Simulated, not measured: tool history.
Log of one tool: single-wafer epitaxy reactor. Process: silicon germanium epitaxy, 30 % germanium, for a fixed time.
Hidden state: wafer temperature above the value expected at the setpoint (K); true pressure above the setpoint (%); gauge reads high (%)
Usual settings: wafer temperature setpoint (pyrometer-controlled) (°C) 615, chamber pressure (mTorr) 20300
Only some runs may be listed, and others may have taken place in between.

run   hour  wafer temperature setpoint (pyrometer-controlled) (°C)  chamber pressure (mTorr)  wafers since the last listed run  hours since the last pyrometer calibration  hours since the last manometer calibration  hours since the showerhead was replaced  hours since the gauge calibration  read-back reference wafer on the same gauge, thickness_nm  mean film thickness on the monitor wafer (Å)
  1    0.0                                                     615                     20300                                 0                                      1847.4                                       337.3                                   3715.3                              305.6                                                     98.229                                        867.45
  2   61.8                                                     615                     20300                               757                                      1909.2                                       399.1                                   3777.1                              367.4                                                     98.238                                        868.67
  3  138.7                                                     615                     20300                               942                                      1986.1                                       476.0                                   3854.0                              444.3                                                     98.324                                        867.65
  4  448.3                                                     615                     20300                              3796                                      2295.7                                       785.6                                   4163.6                              753.9                                                     98.312                                        869.76
     483.4  -- pyrometer calibrated
  5  514.0                                                     615                     20300                               707                                        30.6                                       851.3                                   4229.3                              819.6                                                     98.328                                        867.53
  6  573.6                                                     615                     16700                               730                                        90.2                                       910.9                                   4288.9                              879.2                                                     98.280                                        804.65
  7  668.7                                                     615                     20300                              1166                                       185.3                                      1006.0                                   4384.0                              974.3                                                     98.398                                        867.81
  8  722.9                                                     615                     20300                               664                                       239.5                                      1060.2                                   4438.2                             1028.5                                                     98.286                                        869.86
  9  794.7                                                     615                     20300                               880                                       311.3                                      1132.0                                   4510.0                             1100.3                                                     98.332                                        874.43
 10  836.0                                                     630                     24400                               506                                       352.6                                      1173.3                                   4551.3                             1141.6                                                     98.425                                       1194.79
     857.6  -- capacitance manometer re-zeroed and calibrated
 11  873.0                                                     619                     16700                               355                                       389.6                                        15.4                                   4588.3                             1178.6                                                     98.345                                        860.67
 12  955.9                                                     615                     20300                              1016                                       472.5                                        98.3                                   4671.2                             1261.5                                                     98.333                                        866.79
 13  995.9                                                     615                     16700                               490                                       512.5                                       138.3                                   4711.2                             1301.5                                                     98.291                                        801.26

Estimate the outcome of run 14 from the log above:
 14  1035.4                                                     621                     16400                               484                                       552.0                                       177.8                                   4750.7                             1341.0                                                          ?                                             ?

{"run 14": {"read-back reference wafer on the same gauge, thickness_nm": 98.241, "mean film thickness on the monitor wafer (Å)": 884.57}}
The same run, on a tool lacking any hidden state, would have yielded mean film thickness on the monitor wafer (Å) 884.57.

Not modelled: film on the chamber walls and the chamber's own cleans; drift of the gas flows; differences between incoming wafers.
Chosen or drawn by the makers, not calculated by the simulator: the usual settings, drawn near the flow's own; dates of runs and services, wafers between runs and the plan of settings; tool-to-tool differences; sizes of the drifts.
